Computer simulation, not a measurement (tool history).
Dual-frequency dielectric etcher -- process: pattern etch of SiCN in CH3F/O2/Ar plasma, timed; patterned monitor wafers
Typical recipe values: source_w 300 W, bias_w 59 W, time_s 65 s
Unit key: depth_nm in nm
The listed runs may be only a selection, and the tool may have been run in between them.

run	hour	source_w	bias_w	time_s	read-back reference wafer on the same gauge, depth_nm	depth_nm
1	0	300	59	76	18.72	23.48
2	44.5	300	59	76	18.72	23.85
3	133.2	300	59	65	18.7	20.31
4	208	300	59	65	18.72	20.25
5	298.7	300	59	65	18.7	20.57
6	363.2	300	59	65	18.71	20.56
# hour 442.9: gauge calibrated
7	457.5	300	59	65	18.68	20.54
8	512.4	300	59	79.5	18.7	25.25
# hour 586.2: bias power generator calibrated
9	591	300	59	79.5	18.71	25.47
# hour 654.9: wet clean of the chamber
10	655.4	350	50	49.5	18.71	15.58
11	720	300	59	65	18.71	20.15
12	795.2	300	59	79.5	18.69	24.79
# hour 829.3: upper electrode replaced
13	893.1	300	71	54	18.71	17.91
# hour 912.6: source power generator calibrated
14	952.5	300	59	65	18.67	20.42
15	1051.6	330	59	82	18.72	26.97
16	1141.3	300	59	58	18.67	18.3

Run 17 comes next. What will it give?
# hour 1198.6: gauge calibrated
17	1238.1	370	50	65	?	?

Run 17 yielded read-back reference wafer on the same gauge, depth_nm 18.7, depth_nm 21.4 nm.
Take away the tool's hidden state, keep the run-to-run variation as it was, and the same run would have given depth_nm 20.84 nm.

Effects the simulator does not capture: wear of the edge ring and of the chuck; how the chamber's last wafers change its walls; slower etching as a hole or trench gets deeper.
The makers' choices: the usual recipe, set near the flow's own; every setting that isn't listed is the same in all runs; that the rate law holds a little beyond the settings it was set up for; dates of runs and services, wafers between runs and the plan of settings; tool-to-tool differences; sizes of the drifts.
